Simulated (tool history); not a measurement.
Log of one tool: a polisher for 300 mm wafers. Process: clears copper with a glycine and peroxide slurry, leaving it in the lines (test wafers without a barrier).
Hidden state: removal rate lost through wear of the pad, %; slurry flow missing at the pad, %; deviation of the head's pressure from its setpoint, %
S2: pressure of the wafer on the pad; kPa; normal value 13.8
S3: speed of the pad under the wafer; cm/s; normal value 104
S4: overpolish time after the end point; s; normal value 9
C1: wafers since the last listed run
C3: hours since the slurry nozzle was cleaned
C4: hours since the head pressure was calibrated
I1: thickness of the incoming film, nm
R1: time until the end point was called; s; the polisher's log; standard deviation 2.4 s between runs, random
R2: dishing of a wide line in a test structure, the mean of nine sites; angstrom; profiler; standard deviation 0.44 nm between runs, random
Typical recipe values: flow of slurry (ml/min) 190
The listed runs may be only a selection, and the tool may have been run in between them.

Run 1, hour 0.0: usual settings; C1 0; wafers polished on this pad 1400; C3 239.1; C4 439.8; I1 596.1. Result: R1 169.4 s, R2 188 angstrom.
Run 2, hour 37.5: usual settings; C1 342; wafers polished on this pad 1742; C3 276.6; C4 477.3; I1 586.8. Result: R1 169.6 s, R2 185 angstrom.
Run 3, hour 96.2: usual settings; C1 535; wafers polished on this pad 2278; C3 335.3; C4 536.0; I1 582.5. Result: R1 165.1 s, R2 182 angstrom.
Run 4, hour 156.7: usual settings; C1 551; wafers polished on this pad 2830; C3 395.8; C4 596.5; I1 584.8. Result: R1 169.4 s, R2 177 angstrom.
At hour 214.4: slurry nozzle cleaned.
Run 5, hour 218.9: usual settings; C1 558; wafers polished on this pad 3388; C3 4.5; C4 658.7; I1 595.0. Result: R1 167.6 s, R2 177 angstrom.
At hour 232.5: worn pad replaced by a new one.
Run 6, hour 274.5: usual settings; C1 470; wafers polished on this pad 383; C3 60.1; C4 714.3; I1 589.3. Result: R1 169.6 s, R2 179 angstrom.
Run 7, hour 314.0: usual settings; C1 360; wafers polished on this pad 743; C3 99.6; C4 753.8; I1 596.2. Result: R1 173.1 s, R2 177 angstrom.
Run 8, hour 340.2: usual settings; C1 239; wafers polished on this pad 982; C3 125.8; C4 780.0; I1 584.5. Result: R1 171.8 s, R2 184 angstrom.
Run 9, hour 403.2: usual settings but S3 84 cm/s; C1 574; wafers polished on this pad 1557; C3 188.8; C4 843.0; I1 591.6. Result: R1 190.3 s, R2 171 angstrom.
Run 10, hour 433.2: usual settings but S4 8 s; C1 273; wafers polished on this pad 1831; C3 218.8; C4 873.0; I1 585.8. Result: R1 168.4 s, R2 163 angstrom.
Run 11, hour 458.8: usual settings but S4 8 s; C1 233; wafers polished on this pad 2064; C3 244.4; C4 898.6; I1 593.2. Result: R1 168.3 s, R2 159 angstrom.
Run 12, hour 526.0: usual settings but flow of slurry (ml/min) 135, S3 80 cm/s, S4 12 s; C1 613; wafers polished on this pad 2678; C3 311.6; C4 965.8; I1 596.4. Result: R1 209.8 s, R2 192 angstrom.
Run 13, hour 557.8: usual settings but flow of slurry (ml/min) 230, S2 12.4 kPa; C1 290; wafers polished on this pad 2968; C3 343.4; C4 997.6; I1 588.4. Result: R1 172.7 s, R2 173 angstrom.
At hour 581.1: head pressure recalibrated.
Run 14, hour 593.2: usual settings but flow of slurry (ml/min) 150, S2 16.5 kPa; C1 304; wafers polished on this pad 3272; C3 378.8; C4 12.1; I1 592.2. Result: R1 158.5 s, R2 187 angstrom.
At hour 601.7: worn pad replaced by a new one.
Run 15, hour 619.6: usual settings; C1 204; wafers polished on this pad 163; C3 405.2; C4 38.5; I1 590.3. Result: R1 169.5 s, R2 185 angstrom.
Run 16, hour 663.4: usual settings but flow of slurry (ml/min) 210, S2 11.7 kPa, S4 6 s; C1 399; wafers polished on this pad 562; C3 449.0; C4 82.3; I1 594.2. Result: R1 188.8 s, R2 125 angstrom.
At hour 715.5: slurry nozzle cleaned.
Run 17, hour 719.0: usual settings; C1 498; wafers polished on this pad 1061; C3 3.5; C4 137.9; I1 587.9. Result: R1 167.2 s, R2 183 angstrom.
Run 18, hour 767.5: usual settings but flow of slurry (ml/min) 250, S2 9.7 kPa, S3 82 cm/s, S4 5 s; C1 442; wafers polished on this pad 1503; C3 52.0; C4 186.4; I1 585.5. Result: R1 227.7 s, R2 87 angstrom.
Run 19, hour 818.4: usual settings; C1 464; wafers polished on this pad 1967; C3 102.9; C4 237.3; I1 601.1. Result: R1 175.5 s, R2 189 angstrom.
Run 20, hour 883.4: usual settings; C1 593; wafers polished on this pad 2560; C3 167.9; C4 302.3; I1 599.3. Result: R1 174.4 s, R2 187 angstrom.
Run 21, hour 911.0: usual settings but flow of slurry (ml/min) 165, S2 11.0 kPa, S3 86 cm/s, S4 13 s; C1 251; wafers polished on this pad 2812; C3 195.5; C4 329.9; I1 590.1. Result: R1 216.1 s, R2 205 angstrom.
Run 22, hour 948.0: usual settings; C1 337; wafers polished on this pad 3150; C3 232.5; C4 366.9; I1 585.6. Result: R1 165.4 s, R2 180 angstrom.
Run 23, hour 974.8: usual settings but S2 16.5 kPa, S4 14 s; C1 244; wafers polished on this pad 3394; C3 259.3; C4 393.7; I1 582.5. Result: R1 146.6 s, R2 247 angstrom.
At hour 1032.5: worn pad replaced by a new one.
Run 24, hour 1046.0: usual settings but flow of slurry (ml/min) 175; C1 613; wafers polished on this pad 123; C3 330.5; C4 464.9; I1 584.8. Result: R1 169.7 s, R2 181 angstrom.
Run 25, hour 1080.9: usual settings; C1 318; wafers polished on this pad 441; C3 365.4; C4 499.8; I1 587.7. Result: R1 166.6 s, R2 178 angstrom.
Run 26, hour 1138.7: usual settings; C1 527; wafers polished on this pad 969; C3 423.2; C4 557.6; I1 590.0. Result: R1 166.0 s, R2 186 angstrom.
At hour 1140.8: slurry nozzle cleaned.
Run 27, hour 1173.4: usual settings; C1 307; wafers polished on this pad 1276; C3 32.6; C4 592.3; I1 593.6. Result: R1 170.8 s, R2 178 angstrom.
Run 28, hour 1218.9: usual settings but flow of slurry (ml/min) 210, S2 11.7 kPa, S4 6 s; C1 415; wafers polished on this pad 1691; C3 78.1; C4 637.8; I1 597.3. Result: R1 185.1 s, R2 127 angstrom.
Run 29, hour 1287.7: usual settings but flow of slurry (ml/min) 250, S2 17.9 kPa, S4 7 s; C1 627; wafers polished on this pad 2319; C3 146.9; C4 706.6; I1 601.3. Result: R1 140.4 s, R2 175 angstrom.
Run 30, hour 1359.5: usual settings but flow of slurry (ml/min) 250, S4 8 s; C1 655; wafers polished on this pad 2974; C3 218.7; C4 778.4; I1 587.7. Result: R1 163.0 s, R2 173 angstrom.
At hour 1384.7: worn pad replaced by a new one.
Run 31, hour 1398.8: usual settings but S4 5 s; C1 322; wafers polished on this pad 128; C3 258.0; C4 817.7; I1 590.9. Result: R1 172.3 s, R2 118 angstrom.
Run 32, hour 1426.9: usual settings but S2 12.4 kPa, S3 72 cm/s; C1 256; wafers polished on this pad 384; C3 286.1; C4 845.8; I1 591.4. Result: R1 217.4 s, R2 151 angstrom.
Run 33, hour 1493.7: usual settings but S3 92 cm/s, S4 13 s; C1 609; wafers polished on this pad 994; C3 352.9; C4 912.6; I1 594.1. Result: R1 183.1 s, R2 223 angstrom.

5 ways to go on from here, each from the tool as it stands after run 33. What would each give?
Run A, hour 1494.2: usual settings; C1 4; wafers polished on this pad 998; C3 353.4; C4 913.1; I1 583.2. Result: R1 ?, R2 ?.
Run B, hour 1494.2: usual settings but flow of slurry (ml/min) 230, S4 6 s; C1 4; wafers polished on this pad 998; C3 353.4; C4 913.1; I1 583.2. Result: R1 ?, R2 ?.
Run C, hour 1494.2: usual settings but flow of slurry (ml/min) 250, S2 10.3 kPa, S3 126 cm/s; C1 4; wafers polished on this pad 998; C3 353.4; C4 913.1; I1 583.2. Result: R1 ?, R2 ?.
Run D, hour 1494.2: usual settings but S3 126 cm/s, S4 6 s; C1 4; wafers polished on this pad 998; C3 353.4; C4 913.1; I1 583.2. Result: R1 ?, R2 ?.
Run E, hour 1494.2: usual settings but flow of slurry (ml/min) 135, S2 10.3 kPa, S4 7 s; C1 4; wafers polished on this pad 998; C3 353.4; C4 913.1; I1 583.2. Result: R1 ?, R2 ?.

run     R1   R2
  A  165.9  187
  B  161.6  142
  C  169.5  183
  D  148.3  151
  E  208.6  131
Take away the tool's hidden state, keep each run's random variation, and the runs would have read:
run     R1   R2
  A  165.9  187
  B  161.6  142
  C  169.5  183
  D  148.3  151
  E  208.6  131
